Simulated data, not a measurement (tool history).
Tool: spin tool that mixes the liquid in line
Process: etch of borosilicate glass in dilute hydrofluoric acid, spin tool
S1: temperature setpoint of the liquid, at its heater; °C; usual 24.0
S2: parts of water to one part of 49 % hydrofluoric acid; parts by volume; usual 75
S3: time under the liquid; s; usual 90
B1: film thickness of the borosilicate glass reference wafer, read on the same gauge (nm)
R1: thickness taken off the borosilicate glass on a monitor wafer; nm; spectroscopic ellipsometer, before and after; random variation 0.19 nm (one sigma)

Run 1, hour 0.0: usual settings but S1 22.5 °C; B1 49.99. Result: R1 29.73 nm.
Run 2, hour 13.7: usual settings but S1 22.5 °C; B1 50.03. Result: R1 29.69 nm.
Run 3, hour 29.2: usual settings but S1 22.5 °C; B1 50.01. Result: R1 29.33 nm.
Run 4, hour 39.7: usual settings; B1 50.00. Result: R1 31.38 nm.
Run 5, hour 46.7: usual settings; B1 50.03. Result: R1 31.15 nm.
Run 6, hour 57.4: usual settings but S1 26.0 °C; B1 49.98. Result: R1 33.99 nm.
Run 7, hour 73.4: usual settings but S1 26.0 °C; B1 49.99. Result: R1 34.00 nm.
Run 8, hour 80.5: usual settings; B1 49.98. Result: R1 31.64 nm.
Run 9, hour 94.2: usual settings; B1 50.00. Result: R1 31.31 nm.
Run 10, hour 105.9: usual settings; B1 49.96. Result: R1 31.66 nm.
Run 11, hour 120.4: usual settings; B1 50.01. Result: R1 30.97 nm.
Run 12, hour 143.9: usual settings but S3 115 s; B1 50.01. Result: R1 40.15 nm.
Run 13, hour 155.7: usual settings but S3 115 s; B1 49.97. Result: R1 40.41 nm.
Run 14, hour 168.7: usual settings but S1 21.5 °C; B1 50.00. Result: R1 28.27 nm.
Run 15, hour 180.7: usual settings but S1 21.5 °C; B1 49.98. Result: R1 28.06 nm.
Run 16, hour 198.6: usual settings but S1 21.5 °C; B1 50.01. Result: R1 28.38 nm.
At hour 202.3: gauge calibrated.
Run 17, hour 211.4: usual settings; B1 50.01. Result: R1 31.61 nm.
Run 18, hour 220.2: usual settings but S1 20.0 °C, S3 65 s; B1 50.00. Result: R1 19.34 nm.
At hour 223.6: hydrofluoric acid flow meter replaced.
At hour 225.0: thermometer replaced.
Run 19, hour 231.2: usual settings; B1 49.98. Result: R1 31.34 nm.
Run 20, hour 248.9: usual settings; B1 50.01. Result: R1 31.52 nm.
Run 21, hour 262.4: usual settings but S1 26.0 °C; B1 49.98. Result: R1 34.03 nm.
Run 22, hour 274.9: usual settings; B1 49.99. Result: R1 31.32 nm.
Run 23, hour 285.2: usual settings but S2 90 parts by volume; B1 50.00. Result: R1 25.73 nm.
Run 24, hour 296.7: usual settings but S1 22.5 °C, S2 45 parts by volume, S3 115 s; B1 50.01. Result: R1 64.56 nm.
Run 25, hour 314.5: usual settings but S3 130 s; B1 49.98. Result: R1 45.26 nm.
Run 26, hour 322.3: usual settings; B1 50.02. Result: R1 31.40 nm.
Run 27, hour 336.4: usual settings but S1 21.0 °C; B1 50.00. Result: R1 27.67 nm.
Run 28, hour 348.9: usual settings but S2 105 parts by volume, S3 125 s; B1 50.02. Result: R1 30.29 nm.

Run 29 comes next. What will it give?
Run 29, hour 365.9: usual settings but S1 28.0 °C, S2 105 parts by volume, S3 70 s; B1 ?. Result: R1 ?.

{"run 29": {"B1": 50.01, "R1": 19.54}}
Without the tool's hidden state the same run would have given R1 19.54 nm.

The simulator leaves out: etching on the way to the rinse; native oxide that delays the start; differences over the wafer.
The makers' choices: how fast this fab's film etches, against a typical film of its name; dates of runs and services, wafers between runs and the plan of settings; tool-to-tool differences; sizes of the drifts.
